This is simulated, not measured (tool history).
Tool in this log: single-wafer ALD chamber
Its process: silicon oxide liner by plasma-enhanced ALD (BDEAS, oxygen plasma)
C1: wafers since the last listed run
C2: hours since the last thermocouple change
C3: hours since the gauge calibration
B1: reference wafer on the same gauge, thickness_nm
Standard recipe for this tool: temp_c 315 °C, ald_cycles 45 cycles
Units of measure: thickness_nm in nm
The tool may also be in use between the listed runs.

Run 1, day 0: usual settings but ald_cycles 50 cycles; C1 0; C2 601.1; C3 265.6; B1 3.189. Result: thickness_nm 4.419 nm.
Run 2, day 2.433: usual settings but ald_cycles 50 cycles; C1 511; C2 659.5; C3 324; B1 3.19. Result: thickness_nm 4.416 nm.
Run 3, day 5.204: usual settings; C1 582; C2 726; C3 390.5; B1 3.19. Result: thickness_nm 3.986 nm.
Run 4, day 7.471: usual settings; C1 476; C2 780.4; C3 444.9; B1 3.19. Result: thickness_nm 3.987 nm.
Run 5, day 8.679: usual settings; C1 254; C2 809.4; C3 473.9; B1 3.189. Result: thickness_nm 3.965 nm.
Run 6, day 9.862: usual settings; C1 248; C2 837.8; C3 502.3; B1 3.191. Result: thickness_nm 3.963 nm.
Run 7, day 11.371: usual settings; C1 317; C2 874; C3 538.5; B1 3.189. Result: thickness_nm 3.988 nm.
Run 8, day 13.954: usual settings but temp_c 319 °C; C1 543; C2 936; C3 600.5; B1 3.19. Result: thickness_nm 3.968 nm.
Run 9, day 15.775: usual settings but temp_c 319 °C; C1 382; C2 979.7; C3 644.2; B1 3.187. Result: thickness_nm 3.947 nm.
Run 10, day 17.767: usual settings but temp_c 319 °C; C1 418; C2 1027.5; C3 692; B1 3.189. Result: thickness_nm 3.951 nm.
Run 11, day 19.696: usual settings; C1 405; C2 1073.8; C3 738.3; B1 3.192. Result: thickness_nm 3.955 nm.
Run 12, day 21.358: usual settings; C1 349; C2 1113.7; C3 778.2; B1 3.19. Result: thickness_nm 3.986 nm.
Run 13, day 23.65: usual settings; C1 482; C2 1168.7; C3 833.2; B1 3.19. Result: thickness_nm 3.985 nm.
Run 14, day 25.075: usual settings; C1 299; C2 1202.9; C3 867.4; B1 3.193. Result: thickness_nm 3.978 nm.
Run 15, day 26.388: usual settings; C1 276; C2 1234.4; C3 898.9; B1 3.189. Result: thickness_nm 3.981 nm.
Run 16, day 28.538: usual settings; C1 452; C2 1286; C3 950.5; B1 3.191. Result: thickness_nm 3.992 nm.
Run 17, day 30.742: usual settings; C1 463; C2 1338.9; C3 1003.4; B1 3.188. Result: thickness_nm 3.984 nm.
Run 18, day 33.212: usual settings but temp_c 322 °C; C1 519; C2 1398.2; C3 1062.7; B1 3.191. Result: thickness_nm 3.965 nm.
Run 19, day 35.358: usual settings but temp_c 323 °C, ald_cycles 39 cycles; C1 451; C2 1449.7; C3 1114.2; B1 3.194. Result: thickness_nm 3.431 nm.
Run 20, day 38.196: usual settings but ald_cycles 39 cycles; C1 596; C2 1517.8; C3 1182.3; B1 3.189. Result: thickness_nm 3.443 nm.
Run 21, day 46.504: usual settings but temp_c 311 °C, ald_cycles 48 cycles; C1 1747; C2 1717.2; C3 1381.7; B1 3.191. Result: thickness_nm 4.255 nm.
Run 22, day 47.883: usual settings but temp_c 301 °C, ald_cycles 52 cycles; C1 290; C2 1750.3; C3 1414.8; B1 3.188. Result: thickness_nm 4.665 nm.
Run 23, day 49.238: usual settings but temp_c 302 °C, ald_cycles 52 cycles; C1 284; C2 1782.8; C3 1447.3; B1 3.19. Result: thickness_nm 4.669 nm.
Run 24, day 51.404: usual settings but ald_cycles 51 cycles; C1 455; C2 1834.8; C3 1499.3; B1 3.187. Result: thickness_nm 4.502 nm.
Run 25, day 52.638: usual settings but temp_c 324 °C, ald_cycles 36 cycles; C1 259; C2 1864.4; C3 1528.9; B1 3.189. Result: thickness_nm 3.153 nm.
Run 26, day 55.238: usual settings; C1 546; C2 1926.8; C3 1591.3; B1 3.191. Result: thickness_nm 3.977 nm.
At day 56.183: gauge calibrated.
Run 27, day 57.517: usual settings but temp_c 326 °C, ald_cycles 51 cycles; C1 479; C2 1981.5; C3 32; B1 3.189. Result: thickness_nm 4.441 nm.
Run 28, day 58.825: usual settings but temp_c 320 °C, ald_cycles 52 cycles; C1 275; C2 2012.9; C3 63.4; B1 3.189. Result: thickness_nm 4.59 nm.
Run 29, day 59.942: usual settings but ald_cycles 51 cycles; C1 234; C2 2039.7; C3 90.2; B1 3.191. Result: thickness_nm 4.498 nm.
At day 60.967: thermocouple changed; heater temperature recalibrated.
Run 30, day 62.679: usual settings but temp_c 321 °C, ald_cycles 52 cycles; C1 505; C2 41.1; C3 155.9; B1 3.189. Result: thickness_nm 4.565 nm.
Run 31, day 64.688: usual settings but temp_c 324 °C, ald_cycles 38 cycles; C1 422; C2 89.3; C3 204.1; B1 3.189. Result: thickness_nm 3.333 nm.
Run 32, day 70.85: usual settings; C1 1296; C2 237.2; C3 352; B1 3.191. Result: thickness_nm 3.957 nm.
Run 33, day 72.521: usual settings but ald_cycles 37 cycles; C1 351; C2 277.3; C3 392.1; B1 3.191. Result: thickness_nm 3.27 nm.
Run 34, day 74.142: usual settings; C1 340; C2 316.2; C3 431; B1 3.189. Result: thickness_nm 3.974 nm.
Run 35, day 76.096: usual settings but ald_cycles 49 cycles; C1 411; C2 363.1; C3 477.9; B1 3.191. Result: thickness_nm 4.332 nm.
Run 36, day 77.458: usual settings but temp_c 307 °C, ald_cycles 38 cycles; C1 286; C2 395.8; C3 510.6; B1 3.191. Result: thickness_nm 3.393 nm.

Give the tool's hidden conditions for every run:
wafer temperature above the value expected at the setpoint (K): 0 in every run
gauge reads high (%): 0 in every run
